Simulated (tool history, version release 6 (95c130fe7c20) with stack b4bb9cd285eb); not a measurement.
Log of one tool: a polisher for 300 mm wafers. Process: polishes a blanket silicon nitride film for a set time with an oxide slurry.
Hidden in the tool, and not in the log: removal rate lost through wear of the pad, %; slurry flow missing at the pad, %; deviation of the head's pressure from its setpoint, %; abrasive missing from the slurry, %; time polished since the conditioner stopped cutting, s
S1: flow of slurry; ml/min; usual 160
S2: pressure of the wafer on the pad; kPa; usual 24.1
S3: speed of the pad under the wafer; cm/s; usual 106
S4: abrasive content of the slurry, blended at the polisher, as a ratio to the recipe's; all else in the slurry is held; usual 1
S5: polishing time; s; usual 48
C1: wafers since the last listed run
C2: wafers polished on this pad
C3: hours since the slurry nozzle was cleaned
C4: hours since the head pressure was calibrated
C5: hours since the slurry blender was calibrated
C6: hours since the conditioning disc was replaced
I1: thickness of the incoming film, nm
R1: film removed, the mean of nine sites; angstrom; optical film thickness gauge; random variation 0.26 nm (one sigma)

| run | hour | S1 | S2 | S3 | S4 | S5 | C1 | C2 | C3 | C4 | C5 | C6 | I1 | R1 |
|---|---|---|---|---|---|---|---|---|---|---|---|---|---|---|
| 1 | 0 | 160 | 24.1 | 106 | 1 | 48 | 0 | 335 | 284.2 | 729.3 | 343.8 | 375.7 | 290.9 | 274 |
|  | 22 | conditioning disc replaced and pad reconditioned |
|  | 32 | slurry blender recalibrated |
| 2 | 56.8 | 160 | 24.1 | 106 | 1 | 48 | 445 | 780 | 341 | 786.1 | 24.8 | 34.8 | 290.6 | 264 |
|  | 74.4 | slurry nozzle cleaned |
| 3 | 122.4 | 130 | 24.1 | 106 | 1 | 48 | 544 | 1325 | 48 | 851.7 | 90.4 | 100.4 | 289.6 | 255 |
| 4 | 173.8 | 130 | 24.1 | 106 | 1 | 48 | 433 | 1759 | 99.4 | 903.1 | 141.8 | 151.8 | 293.7 | 250 |
| 5 | 233.8 | 130 | 24.1 | 106 | 1 | 48 | 506 | 2265 | 159.4 | 963.1 | 201.8 | 211.8 | 292.4 | 251 |
| 6 | 271.8 | 160 | 24.1 | 106 | 1 | 48 | 320 | 2585 | 197.4 | 1001.1 | 239.8 | 249.8 | 290.7 | 261 |
| 7 | 332 | 160 | 29.6 | 106 | 1 | 48 | 507 | 3093 | 257.6 | 1061.3 | 300 | 310 | 288 | 312 |
|  | 356.4 | worn pad replaced by a new one |
| 8 | 365.7 | 160 | 24.1 | 106 | 1 | 48 | 250 | 78 | 291.3 | 1095 | 333.7 | 343.7 | 285.8 | 284 |
|  | 378.5 | slurry blender recalibrated |
|  | 381 | head pressure recalibrated |
| 9 | 416.1 | 160 | 24.1 | 80 | 1.25 | 48 | 391 | 469 | 341.7 | 35.1 | 37.6 | 394.1 | 287.4 | 245 |
|  | 437.6 | slurry nozzle cleaned |
|  | 441 | conditioning disc replaced and pad reconditioned |
| 10 | 478.6 | 160 | 24.1 | 106 | 1 | 48 | 501 | 971 | 41 | 97.6 | 100.1 | 37.6 | 288.3 | 268 |
| 11 | 540.1 | 160 | 24.1 | 142 | 1 | 48 | 518 | 1490 | 102.5 | 159.1 | 161.6 | 99.1 | 285.9 | 330 |
| 12 | 605.1 | 160 | 24.1 | 124 | 1 | 48 | 548 | 2038 | 167.5 | 224.1 | 226.6 | 164.1 | 285.8 | 298 |
| 13 | 661.6 | 160 | 24.1 | 106 | 1.1 | 48 | 476 | 2514 | 224 | 280.6 | 283.1 | 220.6 | 293 | 279 |
| 14 | 700.6 | 185 | 21.4 | 138 | 1 | 48 | 328 | 2843 | 263 | 319.6 | 322.1 | 259.6 | 290.4 | 288 |
|  | 730.9 | slurry blender recalibrated |
| 15 | 742.6 | 120 | 24.1 | 76 | 1 | 60 | 337 | 3180 | 305 | 361.6 | 11.7 | 301.6 | 295.5 | 253 |
|  | 750.4 | worn pad replaced by a new one |
| 16 | 776.5 | 135 | 31.7 | 106 | 1 | 48 | 252 | 220 | 338.9 | 395.5 | 45.6 | 335.5 | 287 | 342 |
|  | 783.7 | slurry nozzle cleaned |
|  | 834.6 | conditioning disc replaced and pad reconditioned |
| 17 | 835.1 | 160 | 24.1 | 106 | 0.9 | 57 | 468 | 689 | 51.4 | 454.1 | 104.2 | 0.5 | 285.6 | 309 |
| 18 | 893.4 | 160 | 24.1 | 84 | 0.75 | 48 | 491 | 1180 | 109.7 | 512.4 | 162.5 | 58.8 | 292.7 | 209 |
| 19 | 933.5 | 160 | 29 | 106 | 1.25 | 54 | 338 | 1519 | 149.8 | 552.5 | 202.6 | 98.9 | 291.6 | 382 |
| 20 | 982.9 | 160 | 20 | 106 | 0.85 | 61 | 416 | 1935 | 199.2 | 601.9 | 252 | 148.3 | 291.1 | 272 |
| 21 | 1045.5 | 215 | 24.1 | 88 | 1.1 | 59 | 527 | 2463 | 261.8 | 664.5 | 314.6 | 210.9 | 288.4 | 311 |
|  | 1081.1 | slurry blender recalibrated |
|  | 1091.1 | worn pad replaced by a new one |
| 22 | 1102.7 | 160 | 24.1 | 116 | 1 | 48 | 431 | 97 | 319 | 721.7 | 21.6 | 268.1 | 288.2 | 301 |
|  | 1130.6 | slurry nozzle cleaned |
| 23 | 1132.1 | 160 | 26.2 | 106 | 0.75 | 56 | 239 | 337 | 1.5 | 751.1 | 51 | 297.5 | 286.7 | 312 |

Run 24 comes next. What will it give?
| 24 | 1165.1 | 160 | 24.1 | 106 | 1 | 48 | 278 | 615 | 34.5 | 784.1 | 84 | 330.5 | 293.6 | ? |

{"run 24": {"R1": 275}}
Without the tool's hidden state the same run would have given R1 284 angstrom.
